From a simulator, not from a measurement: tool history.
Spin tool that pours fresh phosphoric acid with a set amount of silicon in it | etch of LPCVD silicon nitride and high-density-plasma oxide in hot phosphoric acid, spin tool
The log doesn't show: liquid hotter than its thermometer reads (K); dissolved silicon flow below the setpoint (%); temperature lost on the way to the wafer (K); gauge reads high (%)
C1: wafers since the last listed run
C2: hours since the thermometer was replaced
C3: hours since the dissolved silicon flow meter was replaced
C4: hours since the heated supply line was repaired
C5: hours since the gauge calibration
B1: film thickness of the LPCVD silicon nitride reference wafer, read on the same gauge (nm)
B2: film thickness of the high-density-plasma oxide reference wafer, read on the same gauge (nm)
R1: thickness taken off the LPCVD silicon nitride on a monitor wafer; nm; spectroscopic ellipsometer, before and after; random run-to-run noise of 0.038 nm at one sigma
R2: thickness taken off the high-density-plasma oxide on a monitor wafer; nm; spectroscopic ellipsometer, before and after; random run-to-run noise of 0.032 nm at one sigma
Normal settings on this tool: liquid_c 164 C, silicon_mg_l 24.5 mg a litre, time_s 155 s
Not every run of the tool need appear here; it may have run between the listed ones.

run 1 hour=0 | liquid_c=164 silicon_mg_l=17 time_s=155 | C1=0 C2=1628.7 C3=415.6 C4=3232.7 C5=101.8 | B1=110.01 B2=139.991 | R1=15.36 R2=0.442
run 2 hour=17.2 | liquid_c=164 silicon_mg_l=17 time_s=155 | C1=141 C2=1645.9 C3=432.8 C4=3249.9 C5=119 | B1=109.98 B2=139.995 | R1=15.38 R2=0.444
run 3 hour=32.7 | liquid_c=164 silicon_mg_l=24.5 time_s=215 | C1=127 C2=1661.4 C3=448.3 C4=3265.4 C5=134.5 | B1=110 B2=139.955 | R1=21.36 R2=0.587
-- hour=40.6 heated supply line repaired
run 4 hour=46.5 | liquid_c=164 silicon_mg_l=24.5 time_s=215 | C1=105 C2=1675.2 C3=462.1 C4=5.9 C5=148.3 | B1=109.98 B2=139.993 | R1=21.39 R2=0.549
run 5 hour=62.7 | liquid_c=164 silicon_mg_l=24.5 time_s=155 | C1=133 C2=1691.4 C3=478.3 C4=22.1 C5=164.5 | B1=109.99 B2=140.044 | R1=15.38 R2=0.449
run 6 hour=71 | liquid_c=166 silicon_mg_l=24.5 time_s=155 | C1=68 C2=1699.7 C3=486.6 C4=30.4 C5=172.8 | B1=109.98 B2=139.991 | R1=16.48 R2=0.452
run 7 hour=83.9 | liquid_c=164 silicon_mg_l=24.5 time_s=155 | C1=106 C2=1712.6 C3=499.5 C4=43.3 C5=185.7 | B1=110 B2=140.011 | R1=15.44 R2=0.427
run 8 hour=95.1 | liquid_c=164 silicon_mg_l=24.5 time_s=155 | C1=92 C2=1723.8 C3=510.7 C4=54.5 C5=196.9 | B1=109.99 B2=140.023 | R1=15.38 R2=0.394
-- hour=101.3 thermometer replaced
run 9 hour=108.4 | liquid_c=164 silicon_mg_l=14 time_s=245 | C1=101 C2=7.1 C3=524 C4=67.8 C5=210.2 | B1=110.01 B2=140.042 | R1=23.02 R2=0.874
run 10 hour=118 | liquid_c=166.5 silicon_mg_l=43.5 time_s=250 | C1=79 C2=16.7 C3=533.6 C4=77.4 C5=219.8 | B1=110.01 B2=140.018 | R1=25.63 R2=0.247
-- hour=126.7 gauge calibrated
run 11 hour=128.1 | liquid_c=164 silicon_mg_l=24.5 time_s=155 | C1=83 C2=26.8 C3=543.7 C4=87.5 C5=1.4 | B1=110.01 B2=139.982 | R1=14.57 R2=0.389
run 12 hour=136.9 | liquid_c=164 silicon_mg_l=24.5 time_s=155 | C1=72 C2=35.6 C3=552.5 C4=96.3 C5=10.2 | B1=109.98 B2=140.004 | R1=14.57 R2=0.393

What does the tool deliver on the next run?
run 13 hour=146.7 | liquid_c=165 silicon_mg_l=24.5 time_s=95 | C1=80 C2=45.4 C3=562.3 C4=106.1 C5=20 | B1=? B2=? | R1=? R2=?

{"run 13": {"B1": 110.01, "B2": 140.007, "R1": 9.29, "R2": 0.231}}
Take away the tool's hidden state, keep the run-to-run variation as it was, and the same run would have given R1 9.07 nm, R2 0.219 nm.
